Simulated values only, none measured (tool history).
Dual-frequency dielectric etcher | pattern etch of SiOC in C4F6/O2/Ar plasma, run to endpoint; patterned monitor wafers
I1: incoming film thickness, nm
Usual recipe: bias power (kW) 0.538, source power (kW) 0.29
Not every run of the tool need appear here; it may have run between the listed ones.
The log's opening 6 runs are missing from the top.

Run 7, hour 96.8: usual settings; I1 33.25. Result: endpoint time (s) 12.5.
Run 8, hour 105.2: usual settings; I1 33.43. Result: endpoint time (s) 12.6.
Run 9, hour 117.2: usual settings; I1 33.21. Result: endpoint time (s) 12.4.
At hour 124.2: source power generator calibrated.
At hour 150: upper electrode replaced.
At hour 153: wet clean of the chamber.
Run 10, hour 153.5: usual settings but bias power (kW) 0.432, source power (kW) 0.26; I1 32.95. Result: endpoint time (s) 14.6.
Run 11, hour 153.8: usual settings but bias power (kW) 0.432, source power (kW) 0.26; I1 33.64. Result: endpoint time (s) 14.8.
Run 12, hour 198.8: usual settings but source power (kW) 0.31; I1 33.09. Result: endpoint time (s) 12.2.
Run 13, hour 210.8: usual settings but bias power (kW) 0.493; I1 33.66. Result: endpoint time (s) 13.4.
Run 14, hour 221.2: usual settings but bias power (kW) 0.501; I1 33.12. Result: endpoint time (s) 13.
Run 15, hour 237.2: usual settings but bias power (kW) 0.426, source power (kW) 0.35; I1 33.55. Result: endpoint time (s) 12.9.
Run 16, hour 270.8: usual settings but bias power (kW) 0.446, source power (kW) 0.23; I1 33.43. Result: endpoint time (s) 15.4.
Run 17, hour 278.2: usual settings but bias power (kW) 0.411, source power (kW) 0.34; I1 33.37. Result: endpoint time (s) 13.1.
Run 18, hour 286.1: usual settings but bias power (kW) 0.604, source power (kW) 0.35; I1 33.72. Result: endpoint time (s) 11.1.
Run 19, hour 299.2: usual settings but bias power (kW) 0.42; I1 33.61. Result: endpoint time (s) 14.1.
At hour 308.7: bias power generator calibrated.
Run 20, hour 309.2: usual settings; I1 33.26. Result: endpoint time (s) 12.6.
Run 21, hour 314.7: usual settings but source power (kW) 0.32; I1 33.13. Result: endpoint time (s) 12.1.
Run 22, hour 325.8: usual settings but bias power (kW) 0.451; I1 33.36. Result: endpoint time (s) 13.6.
Run 23, hour 340.2: usual settings but bias power (kW) 0.472, source power (kW) 0.27; I1 33.28. Result: endpoint time (s) 13.9.
Run 24, hour 350.5: usual settings but bias power (kW) 0.426, source power (kW) 0.35; I1 33.46. Result: endpoint time (s) 12.7.

Predict the results of run 25:
Run 25, hour 364.8: usual settings but bias power (kW) 0.421, source power (kW) 0.33; I1 32.98. Result: endpoint time (s) ?.

endpoint time (s): 13
If the tool had no hidden condition, the same run with the same run-to-run variation would have returned endpoint time (s) 13.1.

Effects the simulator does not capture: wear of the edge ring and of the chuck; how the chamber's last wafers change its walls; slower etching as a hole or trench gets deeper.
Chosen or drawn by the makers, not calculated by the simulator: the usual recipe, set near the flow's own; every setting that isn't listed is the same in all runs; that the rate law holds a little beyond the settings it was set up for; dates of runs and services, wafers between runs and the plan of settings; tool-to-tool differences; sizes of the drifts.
